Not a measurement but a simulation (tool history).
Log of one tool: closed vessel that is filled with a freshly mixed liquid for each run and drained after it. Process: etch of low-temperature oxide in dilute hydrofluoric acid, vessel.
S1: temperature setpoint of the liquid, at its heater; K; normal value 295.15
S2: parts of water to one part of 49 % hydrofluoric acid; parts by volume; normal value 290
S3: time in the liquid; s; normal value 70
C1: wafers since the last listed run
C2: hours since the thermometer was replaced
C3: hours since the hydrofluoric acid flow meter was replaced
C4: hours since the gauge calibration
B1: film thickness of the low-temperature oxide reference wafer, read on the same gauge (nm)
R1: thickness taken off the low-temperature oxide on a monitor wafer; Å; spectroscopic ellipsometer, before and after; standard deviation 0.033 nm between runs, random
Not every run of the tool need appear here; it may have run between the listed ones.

run 1 hour=0 | S1=295.15 S2=290 S3=70 | C1=0 C2=1800.8 C3=368.1 C4=178.1 | B1=149.98 | R1=59.9
run 2 hour=12.4 | S1=295.15 S2=290 S3=70 | C1=803 C2=1813.2 C3=380.5 C4=190.5 | B1=150.02 | R1=60
run 3 hour=106.4 | S1=295.15 S2=290 S3=70 | C1=6088 C2=1907.2 C3=474.5 C4=284.5 | B1=150 | R1=59.1
run 4 hour=130.2 | S1=297.15 S2=290 S3=60 | C1=1541 C2=1931 C3=498.3 C4=308.3 | B1=150.02 | R1=54.8
run 5 hour=164.9 | S1=295.15 S2=290 S3=70 | C1=2247 C2=1965.7 C3=533 C4=343 | B1=150.05 | R1=59.8
run 6 hour=196.8 | S1=295.15 S2=290 S3=70 | C1=2066 C2=1997.6 C3=564.9 C4=374.9 | B1=150.02 | R1=59.3
run 7 hour=222.2 | S1=295.15 S2=290 S3=70 | C1=1645 C2=2023 C3=590.3 C4=400.3 | B1=149.98 | R1=59.4
run 8 hour=241 | S1=293.15 S2=435 S3=80 | C1=1217 C2=2041.8 C3=609.1 C4=419.1 | B1=149.98 | R1=37.4
run 9 hour=275.5 | S1=290.65 S2=290 S3=40 | C1=2234 C2=2076.3 C3=643.6 C4=453.6 | B1=149.98 | R1=28.5
run 10 hour=297.5 | S1=295.15 S2=290 S3=70 | C1=1424 C2=2098.3 C3=665.6 C4=475.6 | B1=149.97 | R1=59.5
-- hour=307.4 gauge calibrated
run 11 hour=332.6 | S1=299.15 S2=340 S3=105 | C1=2273 C2=2133.4 C3=700.7 C4=25.2 | B1=149.98 | R1=84.1
-- hour=340.3 thermometer replaced
run 12 hour=364.8 | S1=295.15 S2=290 S3=70 | C1=2020 C2=24.5 C3=732.9 C4=57.4 | B1=150.03 | R1=64.9
-- hour=366.7 hydrofluoric acid flow meter replaced
run 13 hour=386.2 | S1=297.15 S2=290 S3=60 | C1=1321 C2=45.9 C3=19.5 C4=78.8 | B1=149.98 | R1=59.6
run 14 hour=458.1 | S1=293.15 S2=160 S3=110 | C1=4656 C2=117.8 C3=91.4 C4=150.7 | B1=149.94 | R1=194.5
run 15 hour=488.9 | S1=297.15 S2=175 S3=35 | C1=1994 C2=148.6 C3=122.2 C4=181.5 | B1=149.98 | R1=65

Exercise: give the hidden state of the tool at every run:
hydrofluoric acid flow above the setpoint (%): 0 across all the runs
gauge reads high (%): 0 across all the runs
H1: liquid colder than its thermometer reads (K)
run=1 H1=2.24
run=2 H1=2.25
run=3 H1=2.35
run=4 H1=2.37
run=5 H1=2.41
run=6 H1=2.44
run=7 H1=2.47
run=8 H1=2.49
run=9 H1=2.52
run=10 H1=2.55
run=11 H1=2.58
run=12 H1=0.174
run=13 H1=0.196
run=14 H1=0.272
run=15 H1=0.304
